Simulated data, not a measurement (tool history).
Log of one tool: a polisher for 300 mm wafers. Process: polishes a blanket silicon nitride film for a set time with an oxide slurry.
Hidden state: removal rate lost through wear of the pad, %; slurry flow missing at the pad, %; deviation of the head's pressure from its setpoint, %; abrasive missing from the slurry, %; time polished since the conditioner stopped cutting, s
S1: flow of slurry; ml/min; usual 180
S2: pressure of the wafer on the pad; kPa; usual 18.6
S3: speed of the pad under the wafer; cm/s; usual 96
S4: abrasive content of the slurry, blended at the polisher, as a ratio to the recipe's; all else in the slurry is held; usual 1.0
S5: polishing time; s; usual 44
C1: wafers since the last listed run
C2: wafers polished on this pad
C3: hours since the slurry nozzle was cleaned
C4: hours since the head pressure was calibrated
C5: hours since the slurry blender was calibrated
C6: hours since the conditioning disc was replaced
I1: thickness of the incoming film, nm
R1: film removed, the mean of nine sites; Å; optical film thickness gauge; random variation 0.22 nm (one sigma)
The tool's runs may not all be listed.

run,hour,S1,S2,S3,S4,S5,C1,C2,C3,C4,C5,C6,I1,R1
1,0.0,180,18.6,96,1.0,48,0,370,139.2,125.2,28.7,9.6,617.6,218
2,49.4,180,18.6,96,1.0,44,440,810,188.6,174.6,78.1,59.0,637.0,202
3,86.8,180,18.6,96,1.0,44,333,1143,226.0,212.0,115.5,96.4,642.4,200
# hour 118.5: worn pad replaced by a new one
4,138.2,180,18.6,96,1.0,33,422,175,277.4,263.4,166.9,147.8,629.7,146
# hour 152.0: slurry nozzle cleaned
5,168.3,180,18.6,96,1.0,33,259,434,16.3,293.5,197.0,177.9,629.8,153
6,205.5,180,18.6,96,1.0,33,331,766,53.5,330.7,234.2,215.1,634.3,146
# hour 231.5: head pressure recalibrated
7,234.5,180,18.6,120,1.0,44,240,1006,82.5,3.0,263.2,244.1,641.5,232
# hour 257.0: worn pad replaced by a new one
# hour 293.5: conditioning disc replaced and pad reconditioned
8,301.3,180,18.6,88,1.0,44,541,377,149.3,69.8,330.0,7.8,626.3,172
# hour 326.9: slurry blender recalibrated
9,368.5,180,18.6,70,1.0,30,580,957,216.5,137.0,41.6,75.0,621.6,109
# hour 383.4: worn pad replaced by a new one
10,417.3,180,18.6,106,1.3,44,399,302,265.3,185.8,90.4,123.8,627.7,246
# hour 465.2: slurry nozzle cleaned
11,476.3,215,18.6,96,1.0,44,516,818,11.1,244.8,149.4,182.8,630.9,210
12,507.2,215,21.4,96,1.0,56,275,1094,42.0,275.7,180.3,213.7,623.8,300
# hour 529.1: worn pad replaced by a new one
# hour 529.1: head pressure recalibrated
13,563.2,180,18.6,108,1.2,36,480,303,98.0,34.1,236.3,269.7,620.7,198
# hour 572.8: conditioning disc replaced and pad reconditioned
14,617.2,140,20.0,96,0.9,33,463,766,152.0,88.1,290.3,44.4,635.9,138
# hour 649.7: slurry blender recalibrated
# hour 669.9: worn pad replaced by a new one
15,680.2,180,18.6,96,1.0,44,507,91,215.0,151.1,30.5,107.4,622.3,202
16,739.6,180,18.6,88,1.0,44,529,621,274.4,210.5,89.9,166.8,624.5,185

Forecast each of these 3 alternatives for the next run:
A,740.0,180,18.6,96,1.0,44,3,624,274.8,210.9,90.3,167.2,631.1,?
B,740.0,180,13.1,106,1.0,44,3,624,274.8,210.9,90.3,167.2,631.1,?
C,740.0,180,18.6,82,1.0,44,3,624,274.8,210.9,90.3,167.2,631.1,?

run,R1
A,200
B,152
C,176
Without the tool's hidden state the same runs would have given:
run,R1
A,211
B,161
C,186

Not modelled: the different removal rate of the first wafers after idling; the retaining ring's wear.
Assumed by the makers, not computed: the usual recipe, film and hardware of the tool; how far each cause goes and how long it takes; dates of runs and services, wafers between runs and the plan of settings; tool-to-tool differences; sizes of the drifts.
